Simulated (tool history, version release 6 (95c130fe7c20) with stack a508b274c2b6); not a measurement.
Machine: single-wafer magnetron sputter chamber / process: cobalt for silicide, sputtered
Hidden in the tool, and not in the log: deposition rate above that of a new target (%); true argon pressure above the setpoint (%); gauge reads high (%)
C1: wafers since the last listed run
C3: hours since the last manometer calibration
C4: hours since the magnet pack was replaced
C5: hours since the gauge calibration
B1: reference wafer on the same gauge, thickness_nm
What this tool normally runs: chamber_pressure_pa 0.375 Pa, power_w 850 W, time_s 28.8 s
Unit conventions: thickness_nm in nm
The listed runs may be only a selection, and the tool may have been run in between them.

{"run": 1, "hour": 0.0, "chamber_pressure_pa": 0.375, "power_w": 850, "time_s": 28.8, "C1": 0, "wafers on the sputter target": 1575, "C3": 2207.8, "C4": 10830.0, "C5": 419.6, "B1": 12.104, "thickness_nm": 10.982}
{"run": 2, "hour": 12.1, "chamber_pressure_pa": 0.375, "power_w": 850, "time_s": 28.8, "C1": 212, "wafers on the sputter target": 1787, "C3": 2219.9, "C4": 10842.1, "C5": 431.7, "B1": 12.099, "thickness_nm": 11.01}
{"run": 3, "hour": 25.2, "chamber_pressure_pa": 0.375, "power_w": 850, "time_s": 28.8, "C1": 229, "wafers on the sputter target": 2017, "C3": 2233.0, "C4": 10855.2, "C5": 444.8, "B1": 12.102, "thickness_nm": 11.007}
{"run": 4, "hour": 34.4, "chamber_pressure_pa": 0.375, "power_w": 850, "time_s": 31.0, "C1": 161, "wafers on the sputter target": 2178, "C3": 2242.2, "C4": 10864.4, "C5": 454.0, "B1": 12.104, "thickness_nm": 11.801}
{"run": 5, "hour": 50.0, "chamber_pressure_pa": 0.375, "power_w": 850, "time_s": 31.0, "C1": 273, "wafers on the sputter target": 2451, "C3": 2257.8, "C4": 10880.0, "C5": 469.6, "B1": 12.101, "thickness_nm": 11.774}
{"run": 6, "hour": 64.8, "chamber_pressure_pa": 0.375, "power_w": 850, "time_s": 31.0, "C1": 259, "wafers on the sputter target": 2711, "C3": 2272.6, "C4": 10894.8, "C5": 484.4, "B1": 12.1, "thickness_nm": 11.738}
{"run": 7, "hour": 74.5, "chamber_pressure_pa": 0.375, "power_w": 850, "time_s": 32.0, "C1": 170, "wafers on the sputter target": 2881, "C3": 2282.3, "C4": 10904.5, "C5": 494.1, "B1": 12.095, "thickness_nm": 12.158}
{"run": 8, "hour": 90.5, "chamber_pressure_pa": 0.375, "power_w": 700, "time_s": 28.8, "C1": 280, "wafers on the sputter target": 3161, "C3": 2298.3, "C4": 10920.5, "C5": 510.1, "B1": 12.096, "thickness_nm": 9.127}
{"run": 9, "hour": 102.9, "chamber_pressure_pa": 0.375, "power_w": 850, "time_s": 28.8, "C1": 217, "wafers on the sputter target": 3379, "C3": 2310.7, "C4": 10932.9, "C5": 522.5, "B1": 12.1, "thickness_nm": 10.911}
{"run": 10, "hour": 117.8, "chamber_pressure_pa": 0.375, "power_w": 850, "time_s": 25.3, "C1": 261, "wafers on the sputter target": 3640, "C3": 2325.6, "C4": 10947.8, "C5": 537.4, "B1": 12.104, "thickness_nm": 9.569}
{"run": 11, "hour": 124.5, "chamber_pressure_pa": 0.375, "power_w": 850, "time_s": 28.8, "C1": 117, "wafers on the sputter target": 3757, "C3": 2332.3, "C4": 10954.5, "C5": 544.1, "B1": 12.102, "thickness_nm": 10.806}
{"run": 12, "hour": 137.5, "chamber_pressure_pa": 0.375, "power_w": 850, "time_s": 28.8, "C1": 227, "wafers on the sputter target": 3985, "C3": 2345.3, "C4": 10967.5, "C5": 557.1, "B1": 12.097, "thickness_nm": 10.81}
{"run": 13, "hour": 150.9, "chamber_pressure_pa": 0.375, "power_w": 850, "time_s": 28.8, "C1": 234, "wafers on the sputter target": 4220, "C3": 2358.7, "C4": 10980.9, "C5": 570.5, "B1": 12.101, "thickness_nm": 10.797}
{"run": 14, "hour": 167.5, "chamber_pressure_pa": 0.375, "power_w": 850, "time_s": 28.8, "C1": 290, "wafers on the sputter target": 4511, "C3": 2375.3, "C4": 10997.5, "C5": 587.1, "B1": 12.099, "thickness_nm": 10.766}
{"hour": 177.9, "done": "sputter target and shields replaced"}
{"run": 15, "hour": 178.4, "chamber_pressure_pa": 0.375, "power_w": 850, "time_s": 28.8, "C1": 50, "wafers on the sputter target": 9, "C3": 2386.2, "C4": 11008.4, "C5": 598.0, "B1": 12.102, "thickness_nm": 11.109}
{"run": 16, "hour": 186.5, "chamber_pressure_pa": 0.235, "power_w": 1050, "time_s": 23.7, "C1": 141, "wafers on the sputter target": 151, "C3": 2394.3, "C4": 11016.5, "C5": 606.1, "B1": 12.097, "thickness_nm": 11.493}
{"hour": 199.8, "done": "capacitance manometer re-zeroed and calibrated"}
{"run": 17, "hour": 200.4, "chamber_pressure_pa": 0.298, "power_w": 750, "time_s": 30.4, "C1": 103, "wafers on the sputter target": 254, "C3": 0.6, "C4": 11030.4, "C5": 620.0, "B1": 12.096, "thickness_nm": 10.659}
{"run": 18, "hour": 206.9, "chamber_pressure_pa": 0.312, "power_w": 850, "time_s": 26.7, "C1": 113, "wafers on the sputter target": 368, "C3": 7.1, "C4": 11036.9, "C5": 626.5, "B1": 12.107, "thickness_nm": 10.404}
{"run": 19, "hour": 224.1, "chamber_pressure_pa": 0.419, "power_w": 950, "time_s": 26.6, "C1": 301, "wafers on the sputter target": 670, "C3": 24.3, "C4": 11054.1, "C5": 643.7, "B1": 12.101, "thickness_nm": 11.162}
{"run": 20, "hour": 240.2, "chamber_pressure_pa": 0.375, "power_w": 850, "time_s": 23.4, "C1": 282, "wafers on the sputter target": 952, "C3": 40.4, "C4": 11070.2, "C5": 659.8, "B1": 12.095, "thickness_nm": 8.96}
{"run": 21, "hour": 256.7, "chamber_pressure_pa": 0.375, "power_w": 650, "time_s": 34.0, "C1": 289, "wafers on the sputter target": 1241, "C3": 56.9, "C4": 11086.7, "C5": 676.3, "B1": 12.105, "thickness_nm": 10.173}
{"run": 22, "hour": 267.5, "chamber_pressure_pa": 0.375, "power_w": 850, "time_s": 28.8, "C1": 189, "wafers on the sputter target": 1431, "C3": 67.7, "C4": 11097.5, "C5": 687.1, "B1": 12.102, "thickness_nm": 11.023}
{"run": 23, "hour": 276.2, "chamber_pressure_pa": 0.375, "power_w": 850, "time_s": 28.8, "C1": 152, "wafers on the sputter target": 1583, "C3": 76.4, "C4": 11106.2, "C5": 695.8, "B1": 12.1, "thickness_nm": 10.958}
{"hour": 279.3, "done": "gauge calibrated"}
{"run": 24, "hour": 283.0, "chamber_pressure_pa": 0.331, "power_w": 1050, "time_s": 34.2, "C1": 119, "wafers on the sputter target": 1702, "C3": 83.2, "C4": 11113.0, "C5": 3.7, "B1": 12.098, "thickness_nm": 16.024}
{"run": 25, "hour": 299.1, "chamber_pressure_pa": 0.511, "power_w": 1050, "time_s": 28.8, "C1": 282, "wafers on the sputter target": 1984, "C3": 99.3, "C4": 11129.1, "C5": 19.8, "B1": 12.102, "thickness_nm": 12.863}
{"run": 26, "hour": 308.1, "chamber_pressure_pa": 0.26, "power_w": 1000, "time_s": 25.5, "C1": 157, "wafers on the sputter target": 2142, "C3": 108.3, "C4": 11138.1, "C5": 28.8, "B1": 12.096, "thickness_nm": 11.626}
{"run": 27, "hour": 319.9, "chamber_pressure_pa": 0.375, "power_w": 900, "time_s": 25.1, "C1": 206, "wafers on the sputter target": 2349, "C3": 120.1, "C4": 11149.9, "C5": 40.6, "B1": 12.102, "thickness_nm": 10.032}
{"run": 28, "hour": 328.1, "chamber_pressure_pa": 0.375, "power_w": 950, "time_s": 28.8, "C1": 143, "wafers on the sputter target": 2493, "C3": 128.3, "C4": 11158.1, "C5": 48.8, "B1": 12.101, "thickness_nm": 12.137}
{"run": 29, "hour": 343.6, "chamber_pressure_pa": 0.424, "power_w": 850, "time_s": 28.8, "C1": 271, "wafers on the sputter target": 2765, "C3": 143.8, "C4": 11173.6, "C5": 64.3, "B1": 12.101, "thickness_nm": 10.773}
{"hour": 355.0, "done": "magnet pack replaced"}
{"run": 30, "hour": 355.5, "chamber_pressure_pa": 0.317, "power_w": 950, "time_s": 32.1, "C1": 68, "wafers on the sputter target": 2833, "C3": 155.7, "C4": 0.5, "C5": 76.2, "B1": 12.103, "thickness_nm": 13.664}
{"run": 31, "hour": 361.1, "chamber_pressure_pa": 0.375, "power_w": 850, "time_s": 28.8, "C1": 98, "wafers on the sputter target": 2931, "C3": 161.3, "C4": 6.1, "C5": 81.8, "B1": 12.102, "thickness_nm": 10.854}
{"run": 32, "hour": 367.6, "chamber_pressure_pa": 0.375, "power_w": 850, "time_s": 25.5, "C1": 113, "wafers on the sputter target": 3045, "C3": 167.8, "C4": 12.6, "C5": 88.3, "B1": 12.097, "thickness_nm": 9.645}
{"run": 33, "hour": 394.7, "chamber_pressure_pa": 0.375, "power_w": 850, "time_s": 28.8, "C1": 475, "wafers on the sputter target": 3520, "C3": 194.9, "C4": 39.7, "C5": 115.4, "B1": 12.098, "thickness_nm": 10.843}
{"hour": 411.2, "done": "sputter target and shields replaced"}
{"run": 34, "hour": 443.9, "chamber_pressure_pa": 0.375, "power_w": 850, "time_s": 28.8, "C1": 722, "wafers on the sputter target": 572, "C3": 244.1, "C4": 88.9, "C5": 164.6, "B1": 12.102, "thickness_nm": 11.077}
{"run": 35, "hour": 455.9, "chamber_pressure_pa": 0.456, "power_w": 1000, "time_s": 26.4, "C1": 210, "wafers on the sputter target": 783, "C3": 256.1, "C4": 100.9, "C5": 176.6, "B1": 12.102, "thickness_nm": 11.523}
{"run": 36, "hour": 497.5, "chamber_pressure_pa": 0.375, "power_w": 1050, "time_s": 26.5, "C1": 729, "wafers on the sputter target": 1512, "C3": 297.7, "C4": 142.5, "C5": 218.2, "B1": 12.098, "thickness_nm": 12.316}

3 ways to go on from here, each from the tool as it stands after run 36. What would each give?
{"run": "A", "hour": 497.9, "chamber_pressure_pa": 0.375, "power_w": 850, "time_s": 28.8, "C1": 7, "wafers on the sputter target": 1519, "C3": 298.1, "C4": 142.9, "C5": 218.6, "B1": "?", "thickness_nm": "?"}
{"run": "B", "hour": 497.9, "chamber_pressure_pa": 0.509, "power_w": 850, "time_s": 32.7, "C1": 7, "wafers on the sputter target": 1519, "C3": 298.1, "C4": 142.9, "C5": 218.6, "B1": "?", "thickness_nm": "?"}
{"run": "C", "hour": 497.9, "chamber_pressure_pa": 0.318, "power_w": 700, "time_s": 31.9, "C1": 7, "wafers on the sputter target": 1519, "C3": 298.1, "C4": 142.9, "C5": 218.6, "B1": "?", "thickness_nm": "?"}

run=A B1=12.099 thickness_nm=10.996
run=B B1=12.099 thickness_nm=12.062
run=C B1=12.099 thickness_nm=10.347
What these runs would have given with no unlogged condition in the tool:
run=A thickness_nm=11.117
run=B thickness_nm=12.194
run=C thickness_nm=10.461

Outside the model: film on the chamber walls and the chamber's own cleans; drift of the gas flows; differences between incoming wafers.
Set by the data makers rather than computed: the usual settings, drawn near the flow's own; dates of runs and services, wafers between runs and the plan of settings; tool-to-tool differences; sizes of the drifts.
